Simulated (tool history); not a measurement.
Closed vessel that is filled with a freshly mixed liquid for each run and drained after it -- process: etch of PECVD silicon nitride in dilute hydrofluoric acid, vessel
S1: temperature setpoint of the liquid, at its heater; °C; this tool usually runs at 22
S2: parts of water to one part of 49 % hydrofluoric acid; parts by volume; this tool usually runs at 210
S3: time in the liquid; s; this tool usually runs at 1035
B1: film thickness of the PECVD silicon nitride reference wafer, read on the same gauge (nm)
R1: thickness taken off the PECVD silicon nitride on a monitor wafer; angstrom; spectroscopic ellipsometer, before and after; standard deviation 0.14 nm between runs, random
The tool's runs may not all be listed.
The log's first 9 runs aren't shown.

Run 10, hour 155.3: usual settings but S1 17.5 °C, S2 110 parts by volume, S3 715 s; B1 49.99. Result: R1 268.4 angstrom.
Run 11, hour 164.8: usual settings but S1 18.5 °C, S3 1305 s; B1 49.96. Result: R1 284.5 angstrom.
Run 12, hour 175.3: usual settings but S1 19.5 °C, S2 110 parts by volume; B1 49.97. Result: R1 452.1 angstrom.
Run 13, hour 190.5: usual settings but S1 20 °C, S2 110 parts by volume, S3 1255 s; B1 50.01. Result: R1 571.6 angstrom.
Run 14, hour 207.4: usual settings but S1 20 °C, S2 110 parts by volume, S3 1255 s; B1 50.03. Result: R1 567.5 angstrom.
At hour 208.4: gauge calibrated.
Run 15, hour 225.3: usual settings; B1 49.98. Result: R1 281.6 angstrom.
Run 16, hour 234.4: usual settings but S2 180 parts by volume, S3 815 s; B1 50. Result: R1 258 angstrom.
Run 17, hour 247.5: usual settings but S1 20.5 °C, S2 250 parts by volume, S3 865 s; B1 49.98. Result: R1 182.3 angstrom.
At hour 248.7: hydrofluoric acid flow meter replaced.
Run 18, hour 259: usual settings; B1 49.99. Result: R1 301.7 angstrom.
Run 19, hour 275.9: usual settings but S3 665 s; B1 49.98. Result: R1 192.8 angstrom.
Run 20, hour 288.2: usual settings but S1 25 °C, S3 445 s; B1 50.02. Result: R1 158.3 angstrom.
Run 21, hour 298.8: usual settings; B1 49.99. Result: R1 302.8 angstrom.
At hour 311.8: thermometer replaced.
Run 22, hour 316.5: usual settings but S1 19 °C, S3 750 s; B1 50. Result: R1 179 angstrom.
Run 23, hour 324.7: usual settings but S1 24.5 °C, S3 1430 s; B1 50. Result: R1 489.6 angstrom.
Run 24, hour 336.1: usual settings but S2 145 parts by volume, S3 690 s; B1 50.06. Result: R1 288.9 angstrom.
At hour 337.6: hydrofluoric acid flow meter replaced, repeated, since the last time left the tool worse.
Run 25, hour 350.3: usual settings but S1 25.5 °C, S2 135 parts by volume, S3 605 s; B1 49.99. Result: R1 300.2 angstrom.
Run 26, hour 362.9: usual settings but S1 26 °C, S2 255 parts by volume, S3 1260 s; B1 50.02. Result: R1 343.3 angstrom.
Run 27, hour 396.1: usual settings but S1 19 °C, S2 135 parts by volume; B1 50.01. Result: R1 335.6 angstrom.
Run 28, hour 422.8: usual settings but S1 26 °C, S2 255 parts by volume, S3 1250 s; B1 50.03. Result: R1 343.2 angstrom.
Run 29, hour 431.2: usual settings but S1 24 °C, S2 170 parts by volume; B1 50.02. Result: R1 375.4 angstrom.
Run 30, hour 442.3: usual settings but S3 1220 s; B1 49.99. Result: R1 315.6 angstrom.
Run 31, hour 456: usual settings but S3 1220 s; B1 50.01. Result: R1 314.6 angstrom.
Run 32, hour 467.4: usual settings but S1 25.5 °C, S2 175 parts by volume; B1 50. Result: R1 400.6 angstrom.
Run 33, hour 499.1: usual settings but S1 23.5 °C, S2 310 parts by volume, S3 690 s; B1 50.02. Result: R1 133 angstrom.

Predict each of these 3 candidate next runs independently; none follows another, all start after run 33:
Run A, hour 500: usual settings but S2 140 parts by volume; B1 ?. Result: R1 ?.
Run B, hour 500: usual settings but S1 26.5 °C, S2 175 parts by volume; B1 ?. Result: R1 ?.
Run C, hour 500: usual settings but S1 25.5 °C, S2 165 parts by volume, S3 1400 s; B1 ?. Result: R1 ?.

run     B1     R1
  A  50.01  401.3
  B  50.01  429.6
  C  50.01  578.7
With no hidden state in the tool, these same runs would have given:
run     R1
  A    393
  B  420.5
  C  566.5
